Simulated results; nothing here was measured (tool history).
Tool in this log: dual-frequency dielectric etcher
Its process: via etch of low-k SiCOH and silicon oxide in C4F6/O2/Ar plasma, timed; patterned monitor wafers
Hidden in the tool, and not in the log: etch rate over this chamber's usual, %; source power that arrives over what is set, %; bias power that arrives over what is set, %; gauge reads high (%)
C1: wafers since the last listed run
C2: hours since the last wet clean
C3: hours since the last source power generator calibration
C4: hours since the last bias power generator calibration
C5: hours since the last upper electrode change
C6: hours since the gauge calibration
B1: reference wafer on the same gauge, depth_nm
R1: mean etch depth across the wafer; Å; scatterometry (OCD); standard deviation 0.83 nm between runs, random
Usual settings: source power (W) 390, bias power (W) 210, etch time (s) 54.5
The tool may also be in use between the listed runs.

{"run": 1, "day": 0.0, "source power (W)": 390, "bias power (W)": 210, "etch time (s)": 64.5, "C1": 0, "C2": 495.9, "C3": 4418.9, "C4": 3860.4, "C5": 4531.7, "C6": 421.1, "B1": 143.2, "R1": 1840}
{"day": 1.004, "done": "gauge calibrated"}
{"day": 2.0, "done": "upper electrode replaced"}
{"run": 2, "day": 2.096, "source power (W)": 390, "bias power (W)": 210, "etch time (s)": 64.5, "C1": 184, "C2": 546.2, "C3": 4469.2, "C4": 3910.7, "C5": 2.3, "C6": 26.2, "B1": 143.2, "R1": 1845}
{"run": 3, "day": 2.621, "source power (W)": 390, "bias power (W)": 210, "etch time (s)": 63.0, "C1": 88, "C2": 558.8, "C3": 4481.8, "C4": 3923.3, "C5": 14.9, "C6": 38.8, "B1": 143.3, "R1": 1785}
{"run": 4, "day": 3.067, "source power (W)": 390, "bias power (W)": 210, "etch time (s)": 61.5, "C1": 75, "C2": 569.5, "C3": 4492.5, "C4": 3934.0, "C5": 25.6, "C6": 49.5, "B1": 142.8, "R1": 1762}
{"day": 5.162, "done": "bias power generator calibrated"}
{"day": 5.171, "done": "wet clean of the chamber"}
{"run": 5, "day": 5.192, "source power (W)": 390, "bias power (W)": 210, "etch time (s)": 61.5, "C1": 328, "C2": 0.5, "C3": 4543.5, "C4": 0.7, "C5": 76.6, "C6": 100.5, "B1": 143.5, "R1": 1762}
{"run": 6, "day": 5.204, "source power (W)": 390, "bias power (W)": 210, "etch time (s)": 61.5, "C1": 2, "C2": 0.8, "C3": 4543.8, "C4": 1.0, "C5": 76.9, "C6": 100.8, "B1": 143.2, "R1": 1752}
{"run": 7, "day": 5.217, "source power (W)": 390, "bias power (W)": 245, "etch time (s)": 54.5, "C1": 2, "C2": 1.1, "C3": 4544.1, "C4": 1.3, "C5": 77.2, "C6": 101.1, "B1": 142.8, "R1": 1622}
{"run": 8, "day": 5.479, "source power (W)": 390, "bias power (W)": 210, "etch time (s)": 54.5, "C1": 44, "C2": 7.4, "C3": 4550.4, "C4": 7.6, "C5": 83.5, "C6": 107.4, "B1": 143.1, "R1": 1574}
{"run": 9, "day": 5.821, "source power (W)": 390, "bias power (W)": 210, "etch time (s)": 54.5, "C1": 57, "C2": 15.6, "C3": 4558.6, "C4": 15.8, "C5": 91.7, "C6": 115.6, "B1": 143.1, "R1": 1556}
{"run": 10, "day": 7.767, "source power (W)": 440, "bias power (W)": 196, "etch time (s)": 67.5, "C1": 327, "C2": 62.3, "C3": 4605.3, "C4": 62.5, "C5": 138.4, "C6": 162.3, "B1": 143.0, "R1": 1972}
{"run": 11, "day": 8.425, "source power (W)": 390, "bias power (W)": 210, "etch time (s)": 67.0, "C1": 110, "C2": 78.1, "C3": 4621.1, "C4": 78.3, "C5": 154.2, "C6": 178.1, "B1": 142.8, "R1": 1927}
{"run": 12, "day": 9.146, "source power (W)": 430, "bias power (W)": 174, "etch time (s)": 54.5, "C1": 121, "C2": 95.4, "C3": 4638.4, "C4": 95.6, "C5": 171.5, "C6": 195.4, "B1": 143.0, "R1": 1531}
{"run": 13, "day": 9.692, "source power (W)": 440, "bias power (W)": 245, "etch time (s)": 45.5, "C1": 91, "C2": 108.5, "C3": 4651.5, "C4": 108.7, "C5": 184.6, "C6": 208.5, "B1": 143.0, "R1": 1407}
{"day": 10.183, "done": "source power generator calibrated"}
{"run": 14, "day": 11.858, "source power (W)": 330, "bias power (W)": 210, "etch time (s)": 48.5, "C1": 336, "C2": 160.5, "C3": 40.2, "C4": 160.7, "C5": 236.6, "C6": 260.5, "B1": 143.0, "R1": 1303}
{"run": 15, "day": 12.283, "source power (W)": 390, "bias power (W)": 210, "etch time (s)": 54.5, "C1": 71, "C2": 170.7, "C3": 50.4, "C4": 170.9, "C5": 246.8, "C6": 270.7, "B1": 143.3, "R1": 1560}
{"run": 16, "day": 12.788, "source power (W)": 390, "bias power (W)": 259, "etch time (s)": 49.0, "C1": 84, "C2": 182.8, "C3": 62.5, "C4": 183.0, "C5": 258.9, "C6": 282.8, "B1": 142.8, "R1": 1488}
{"run": 17, "day": 13.504, "source power (W)": 330, "bias power (W)": 161, "etch time (s)": 42.5, "C1": 120, "C2": 200.0, "C3": 79.7, "C4": 200.2, "C5": 276.1, "C6": 300.0, "B1": 143.0, "R1": 1059}
{"run": 18, "day": 13.788, "source power (W)": 390, "bias power (W)": 210, "etch time (s)": 54.5, "C1": 47, "C2": 206.8, "C3": 86.5, "C4": 207.0, "C5": 282.9, "C6": 306.8, "B1": 143.2, "R1": 1559}
{"run": 19, "day": 14.171, "source power (W)": 470, "bias power (W)": 210, "etch time (s)": 54.5, "C1": 64, "C2": 216.0, "C3": 95.7, "C4": 216.2, "C5": 292.1, "C6": 316.0, "B1": 142.4, "R1": 1652}
{"run": 20, "day": 14.5, "source power (W)": 480, "bias power (W)": 210, "etch time (s)": 54.5, "C1": 55, "C2": 223.9, "C3": 103.6, "C4": 224.1, "C5": 300.0, "C6": 323.9, "B1": 142.9, "R1": 1686}
{"run": 21, "day": 14.917, "source power (W)": 290, "bias power (W)": 210, "etch time (s)": 60.0, "C1": 70, "C2": 233.9, "C3": 113.6, "C4": 234.1, "C5": 310.0, "C6": 333.9, "B1": 143.2, "R1": 1537}
{"run": 22, "day": 15.208, "source power (W)": 480, "bias power (W)": 194, "etch time (s)": 45.5, "C1": 49, "C2": 240.9, "C3": 120.6, "C4": 241.1, "C5": 317.0, "C6": 340.9, "B1": 142.5, "R1": 1361}
{"run": 23, "day": 16.3, "source power (W)": 390, "bias power (W)": 210, "etch time (s)": 54.5, "C1": 183, "C2": 267.1, "C3": 146.8, "C4": 267.3, "C5": 343.2, "C6": 367.1, "B1": 142.7, "R1": 1537}
{"run": 24, "day": 16.9, "source power (W)": 390, "bias power (W)": 210, "etch time (s)": 67.0, "C1": 101, "C2": 281.5, "C3": 161.2, "C4": 281.7, "C5": 357.6, "C6": 381.5, "B1": 142.9, "R1": 1919}
{"run": 25, "day": 17.512, "source power (W)": 420, "bias power (W)": 186, "etch time (s)": 59.5, "C1": 103, "C2": 296.2, "C3": 175.9, "C4": 296.4, "C5": 372.3, "C6": 396.2, "B1": 143.5, "R1": 1685}
{"run": 26, "day": 18.183, "source power (W)": 390, "bias power (W)": 210, "etch time (s)": 54.5, "C1": 112, "C2": 312.3, "C3": 192.0, "C4": 312.5, "C5": 388.4, "C6": 412.3, "B1": 143.0, "R1": 1554}
{"run": 27, "day": 20.104, "source power (W)": 390, "bias power (W)": 210, "etch time (s)": 40.5, "C1": 323, "C2": 358.4, "C3": 238.1, "C4": 358.6, "C5": 434.5, "C6": 458.4, "B1": 142.7, "R1": 1155}
{"run": 28, "day": 20.446, "source power (W)": 390, "bias power (W)": 210, "etch time (s)": 54.5, "C1": 57, "C2": 366.6, "C3": 246.3, "C4": 366.8, "C5": 442.7, "C6": 466.6, "B1": 142.9, "R1": 1557}
{"day": 20.804, "done": "gauge calibrated"}
{"run": 29, "day": 20.921, "source power (W)": 440, "bias power (W)": 210, "etch time (s)": 54.5, "C1": 80, "C2": 378.0, "C3": 257.7, "C4": 378.2, "C5": 454.1, "C6": 2.8, "B1": 143.1, "R1": 1630}
{"run": 30, "day": 21.646, "source power (W)": 390, "bias power (W)": 210, "etch time (s)": 42.0, "C1": 122, "C2": 395.4, "C3": 275.1, "C4": 395.6, "C5": 471.5, "C6": 20.2, "B1": 143.0, "R1": 1204}

Branching from run 30: 4 alternative next runs. What would each branch give?
{"run": "A", "day": 21.662, "source power (W)": 390, "bias power (W)": 210, "etch time (s)": 54.5, "C1": 2, "C2": 395.8, "C3": 275.5, "C4": 396.0, "C5": 471.9, "C6": 20.6, "B1": "?", "R1": "?"}
{"run": "B", "day": 21.662, "source power (W)": 490, "bias power (W)": 166, "etch time (s)": 47.5, "C1": 2, "C2": 395.8, "C3": 275.5, "C4": 396.0, "C5": 471.9, "C6": 20.6, "B1": "?", "R1": "?"}
{"run": "C", "day": 21.662, "source power (W)": 300, "bias power (W)": 210, "etch time (s)": 54.5, "C1": 2, "C2": 395.8, "C3": 275.5, "C4": 396.0, "C5": 471.9, "C6": 20.6, "B1": "?", "R1": "?"}
{"run": "D", "day": 21.662, "source power (W)": 300, "bias power (W)": 233, "etch time (s)": 48.5, "C1": 2, "C2": 395.8, "C3": 275.5, "C4": 396.0, "C5": 471.9, "C6": 20.6, "B1": "?", "R1": "?"}

run=A B1=143.3 R1=1560
run=B B1=143.3 R1=1394
run=C B1=143.3 R1=1420
run=D B1=143.3 R1=1300
Take away the tool's hidden state, keep each run's random variation, and the runs would have read:
run=A R1=1560
run=B R1=1394
run=C R1=1420
run=D R1=1300
